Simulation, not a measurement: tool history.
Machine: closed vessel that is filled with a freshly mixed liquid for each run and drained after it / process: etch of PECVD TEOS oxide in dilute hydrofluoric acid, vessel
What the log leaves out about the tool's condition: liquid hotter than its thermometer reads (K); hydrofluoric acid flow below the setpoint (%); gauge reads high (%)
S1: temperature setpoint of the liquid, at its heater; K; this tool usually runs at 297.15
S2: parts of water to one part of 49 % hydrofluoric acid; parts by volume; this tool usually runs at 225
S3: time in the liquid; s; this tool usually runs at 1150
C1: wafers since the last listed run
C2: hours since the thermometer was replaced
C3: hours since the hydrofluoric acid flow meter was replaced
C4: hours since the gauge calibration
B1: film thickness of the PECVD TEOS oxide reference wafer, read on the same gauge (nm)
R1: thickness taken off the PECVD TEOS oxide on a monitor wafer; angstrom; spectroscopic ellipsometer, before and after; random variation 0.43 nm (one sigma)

run 1 hour=0.0 | S1=297.15 S2=225 S3=1150 | C1=0 C2=1021.7 C3=1904.6 C4=192.8 | B1=119.99 | R1=674.2
run 2 hour=34.8 | S1=297.15 S2=225 S3=1150 | C1=2379 C2=1056.5 C3=1939.4 C4=227.6 | B1=120.01 | R1=674.5
run 3 hour=52.6 | S1=297.15 S2=225 S3=1150 | C1=1217 C2=1074.3 C3=1957.2 C4=245.4 | B1=120.04 | R1=680.2
run 4 hour=70.8 | S1=293.65 S2=225 S3=1150 | C1=1244 C2=1092.5 C3=1975.4 C4=263.6 | B1=120.00 | R1=593.1
run 5 hour=104.3 | S1=295.65 S2=225 S3=1150 | C1=2290 C2=1126.0 C3=2008.9 C4=297.1 | B1=119.98 | R1=640.1
run 6 hour=121.7 | S1=295.65 S2=225 S3=1150 | C1=1189 C2=1143.4 C3=2026.3 C4=314.5 | B1=120.01 | R1=643.3
-- hour=146.6 hydrofluoric acid flow meter replaced
run 7 hour=150.3 | S1=296.15 S2=160 S3=1150 | C1=1887 C2=1172.0 C3=3.7 C4=343.1 | B1=119.99 | R1=983.2
-- hour=171.2 thermometer replaced
run 8 hour=173.5 | S1=296.15 S2=160 S3=1150 | C1=1518 C2=2.3 C3=26.9 C4=366.3 | B1=120.02 | R1=1043.5
-- hour=202.1 gauge calibrated
run 9 hour=202.9 | S1=297.15 S2=225 S3=1715 | C1=2010 C2=31.7 C3=56.3 C4=0.8 | B1=119.99 | R1=1059.5
run 10 hour=225.1 | S1=297.15 S2=285 S3=855 | C1=1518 C2=53.9 C3=78.5 C4=23.0 | B1=120.00 | R1=393.5
run 11 hour=242.0 | S1=297.15 S2=275 S3=830 | C1=1155 C2=70.8 C3=95.4 C4=39.9 | B1=120.03 | R1=395.5
run 12 hour=262.8 | S1=297.15 S2=175 S3=1150 | C1=1422 C2=91.6 C3=116.2 C4=60.7 | B1=120.02 | R1=978.3
-- hour=269.2 thermometer replaced, repeated, since the last time left the tool worse
run 13 hour=279.3 | S1=297.15 S2=225 S3=1150 | C1=1059 C2=10.1 C3=132.7 C4=77.2 | B1=119.99 | R1=632.9
run 14 hour=332.5 | S1=297.15 S2=225 S3=515 | C1=3637 C2=63.3 C3=185.9 C4=130.4 | B1=119.98 | R1=287.6
run 15 hour=364.1 | S1=301.15 S2=150 S3=1350 | C1=2160 C2=94.9 C3=217.5 C4=162.0 | B1=120.01 | R1=1413.1
run 16 hour=389.7 | S1=292.65 S2=185 S3=1150 | C1=1750 C2=120.5 C3=243.1 C4=187.6 | B1=120.00 | R1=678.5
run 17 hour=404.1 | S1=297.15 S2=225 S3=1810 | C1=984 C2=134.9 C3=257.5 C4=202.0 | B1=120.01 | R1=1013.8

4 options for the next run, each taken on its own from the tool as it stands now. Forecast them:
run A hour=405.1 | S1=292.65 S2=225 S3=1150 | C1=68 C2=135.9 C3=258.5 C4=203.0 | B1=? | R1=?
run B hour=405.1 | S1=299.15 S2=260 S3=1770 | C1=68 C2=135.9 C3=258.5 C4=203.0 | B1=? | R1=?
run C hour=405.1 | S1=297.15 S2=130 S3=760 | C1=68 C2=135.9 C3=258.5 C4=203.0 | B1=? | R1=?
run D hour=405.1 | S1=294.65 S2=270 S3=1515 | C1=68 C2=135.9 C3=258.5 C4=203.0 | B1=? | R1=?

run=A B1=120.02 R1=542.8
run=B B1=120.02 R1=884.3
run=C B1=120.02 R1=815.8
run=D B1=120.02 R1=615.1
Without the tool's hidden state the same runs would have given:
run=A R1=538.2
run=B R1=877.6
run=C R1=808.9
run=D R1=610.2
